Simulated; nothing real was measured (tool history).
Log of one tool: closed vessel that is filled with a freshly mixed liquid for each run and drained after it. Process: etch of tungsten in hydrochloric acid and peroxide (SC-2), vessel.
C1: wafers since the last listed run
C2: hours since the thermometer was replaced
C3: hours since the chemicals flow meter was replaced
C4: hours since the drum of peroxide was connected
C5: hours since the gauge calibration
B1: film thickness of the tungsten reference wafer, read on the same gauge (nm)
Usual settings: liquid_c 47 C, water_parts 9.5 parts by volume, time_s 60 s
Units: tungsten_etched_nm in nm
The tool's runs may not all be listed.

{"run": 1, "day": 0.0, "liquid_c": 47, "water_parts": 9.5, "time_s": 60, "C1": 0, "C2": 1915.9, "C3": 2178.9, "C4": 988.3, "C5": 109.6, "B1": 70.01, "tungsten_etched_nm": 18.14}
{"run": 2, "day": 0.696, "liquid_c": 47, "water_parts": 9.5, "time_s": 60, "C1": 2343, "C2": 1932.6, "C3": 2195.6, "C4": 1005, "C5": 126.3, "B1": 70.02, "tungsten_etched_nm": 18.12}
{"run": 3, "day": 1.338, "liquid_c": 47, "water_parts": 9.5, "time_s": 45, "C1": 2161, "C2": 1948, "C3": 2211, "C4": 1020.4, "C5": 141.7, "B1": 70, "tungsten_etched_nm": 13.46}
{"run": 4, "day": 2.221, "liquid_c": 47, "water_parts": 9.5, "time_s": 45, "C1": 2975, "C2": 1969.2, "C3": 2232.2, "C4": 1041.6, "C5": 162.9, "B1": 69.98, "tungsten_etched_nm": 13.58}
{"run": 5, "day": 2.888, "liquid_c": 47, "water_parts": 9.5, "time_s": 45, "C1": 2245, "C2": 1985.2, "C3": 2248.2, "C4": 1057.6, "C5": 178.9, "B1": 69.98, "tungsten_etched_nm": 13.34}
{"run": 6, "day": 3.667, "liquid_c": 47, "water_parts": 12.5, "time_s": 60, "C1": 2624, "C2": 2003.9, "C3": 2266.9, "C4": 1076.3, "C5": 197.6, "B1": 70, "tungsten_etched_nm": 14.21}
{"run": 7, "day": 4.208, "liquid_c": 47, "water_parts": 12.5, "time_s": 60, "C1": 1824, "C2": 2016.9, "C3": 2279.9, "C4": 1089.3, "C5": 210.6, "B1": 70, "tungsten_etched_nm": 14.18}
{"run": 8, "day": 5.021, "liquid_c": 47, "water_parts": 12.5, "time_s": 60, "C1": 2736, "C2": 2036.4, "C3": 2299.4, "C4": 1108.8, "C5": 230.1, "B1": 69.98, "tungsten_etched_nm": 14.27}
{"run": 9, "day": 6.0, "liquid_c": 55, "water_parts": 9.5, "time_s": 85, "C1": 3297, "C2": 2059.9, "C3": 2322.9, "C4": 1132.3, "C5": 253.6, "B1": 70.01, "tungsten_etched_nm": 43.38}
{"run": 10, "day": 6.667, "liquid_c": 47, "water_parts": 9.5, "time_s": 60, "C1": 2245, "C2": 2075.9, "C3": 2338.9, "C4": 1148.3, "C5": 269.6, "B1": 69.98, "tungsten_etched_nm": 17.88}
{"run": 11, "day": 8.088, "liquid_c": 47, "water_parts": 9.5, "time_s": 60, "C1": 4785, "C2": 2110, "C3": 2373, "C4": 1182.4, "C5": 303.7, "B1": 70, "tungsten_etched_nm": 17.73}
{"run": 12, "day": 9.15, "liquid_c": 47, "water_parts": 9.5, "time_s": 60, "C1": 3578, "C2": 2135.5, "C3": 2398.5, "C4": 1207.9, "C5": 329.2, "B1": 70.01, "tungsten_etched_nm": 17.85}
{"run": 13, "day": 10.279, "liquid_c": 47, "water_parts": 9.5, "time_s": 70, "C1": 3803, "C2": 2162.6, "C3": 2425.6, "C4": 1235, "C5": 356.3, "B1": 70.02, "tungsten_etched_nm": 20.86}
{"run": 14, "day": 11.533, "liquid_c": 47, "water_parts": 9.5, "time_s": 45, "C1": 4224, "C2": 2192.7, "C3": 2455.7, "C4": 1265.1, "C5": 386.4, "B1": 69.99, "tungsten_etched_nm": 13.38}
{"run": 15, "day": 12.792, "liquid_c": 56, "water_parts": 6, "time_s": 35, "C1": 4238, "C2": 2222.9, "C3": 2485.9, "C4": 1295.3, "C5": 416.6, "B1": 69.97, "tungsten_etched_nm": 27.1}
{"run": 16, "day": 14.088, "liquid_c": 47, "water_parts": 14, "time_s": 60, "C1": 4364, "C2": 2254, "C3": 2517, "C4": 1326.4, "C5": 447.7, "B1": 69.98, "tungsten_etched_nm": 12.72}
{"run": 17, "day": 15.55, "liquid_c": 47, "water_parts": 13.5, "time_s": 60, "C1": 4925, "C2": 2289.1, "C3": 2552.1, "C4": 1361.5, "C5": 482.8, "B1": 70.03, "tungsten_etched_nm": 13.1}
{"day": 16.288, "done": "chemicals flow meter replaced"}
{"run": 18, "day": 18.958, "liquid_c": 47, "water_parts": 7.5, "time_s": 85, "C1": 11339, "C2": 2370.9, "C3": 64.1, "C4": 1443.3, "C5": 564.6, "B1": 70.01, "tungsten_etched_nm": 30.29}
{"day": 19.229, "done": "new drum of peroxide connected"}
{"run": 19, "day": 19.917, "liquid_c": 38, "water_parts": 5.5, "time_s": 50, "C1": 3087, "C2": 2393.9, "C3": 87.1, "C4": 16.5, "C5": 587.6, "B1": 69.99, "tungsten_etched_nm": 11.53}
{"run": 20, "day": 20.571, "liquid_c": 47, "water_parts": 9.5, "time_s": 60, "C1": 2203, "C2": 2409.6, "C3": 102.8, "C4": 32.2, "C5": 603.3, "B1": 69.99, "tungsten_etched_nm": 16.93}
{"run": 21, "day": 21.412, "liquid_c": 47, "water_parts": 9.5, "time_s": 60, "C1": 2834, "C2": 2429.8, "C3": 123, "C4": 52.4, "C5": 623.5, "B1": 70.02, "tungsten_etched_nm": 17.01}
{"day": 21.871, "done": "gauge calibrated"}
{"day": 22.104, "done": "thermometer replaced"}
{"run": 22, "day": 22.892, "liquid_c": 42.5, "water_parts": 14, "time_s": 50, "C1": 4841, "C2": 18.9, "C3": 158.5, "C4": 87.9, "C5": 24.5, "B1": 70.01, "tungsten_etched_nm": 7.4}
{"day": 23.608, "done": "new drum of peroxide connected, repeated, since the last time left the tool worse"}
{"run": 23, "day": 23.629, "liquid_c": 54, "water_parts": 7.5, "time_s": 30, "C1": 2343, "C2": 36.6, "C3": 176.2, "C4": 0.5, "C5": 42.2, "B1": 70.01, "tungsten_etched_nm": 18.06}
{"run": 24, "day": 24.533, "liquid_c": 49.5, "water_parts": 5.5, "time_s": 30, "C1": 3045, "C2": 58.3, "C3": 197.9, "C4": 22.2, "C5": 63.9, "B1": 69.99, "tungsten_etched_nm": 16.87}
{"run": 25, "day": 25.983, "liquid_c": 47, "water_parts": 9.5, "time_s": 60, "C1": 4883, "C2": 93.1, "C3": 232.7, "C4": 57, "C5": 98.7, "B1": 70.01, "tungsten_etched_nm": 18.59}
{"run": 26, "day": 27.338, "liquid_c": 47, "water_parts": 9.5, "time_s": 60, "C1": 4560, "C2": 125.6, "C3": 265.2, "C4": 89.5, "C5": 131.2, "B1": 70, "tungsten_etched_nm": 18.68}
{"run": 27, "day": 28.462, "liquid_c": 42.5, "water_parts": 5.5, "time_s": 60, "C1": 3789, "C2": 152.6, "C3": 292.2, "C4": 116.5, "C5": 158.2, "B1": 70, "tungsten_etched_nm": 21.04}
{"run": 28, "day": 29.921, "liquid_c": 47, "water_parts": 13.5, "time_s": 60, "C1": 4911, "C2": 187.6, "C3": 327.2, "C4": 151.5, "C5": 193.2, "B1": 69.99, "tungsten_etched_nm": 13.82}
{"run": 29, "day": 30.962, "liquid_c": 47, "water_parts": 9.5, "time_s": 60, "C1": 3508, "C2": 212.6, "C3": 352.2, "C4": 176.5, "C5": 218.2, "B1": 69.99, "tungsten_etched_nm": 18.56}

Hidden state at the last listed run before each entry between runs and at the first one after, where it differs:
Between runs 17 and 18: chemicals flow meter replaced (day 16.288)
  peroxide weaker than its label (%): 5.37 -> 5.67
  measured less the result without the state, tungsten_etched_nm: -0.7 -> -1.63 nm
Between runs 18 and 19: new drum of peroxide connected (day 19.229)
  peroxide weaker than its label (%): 5.67 -> 10.1
  measured less the result without the state, tungsten_etched_nm: -1.63 -> -1.12 nm
Between runs 21 and 22: gauge calibrated (day 21.871); thermometer replaced (day 22.104)
  peroxide weaker than its label (%): 10.2 -> 10.3
  measured less the result without the state, tungsten_etched_nm: -1.76 -> -0.8 nm
Between runs 22 and 23: new drum of peroxide connected, repeated, since the last time left the tool worse (day 23.608)
  peroxide weaker than its label (%): 10.3 -> 0.25
  measured less the result without the state, tungsten_etched_nm: -0.8 -> -0.04 nm
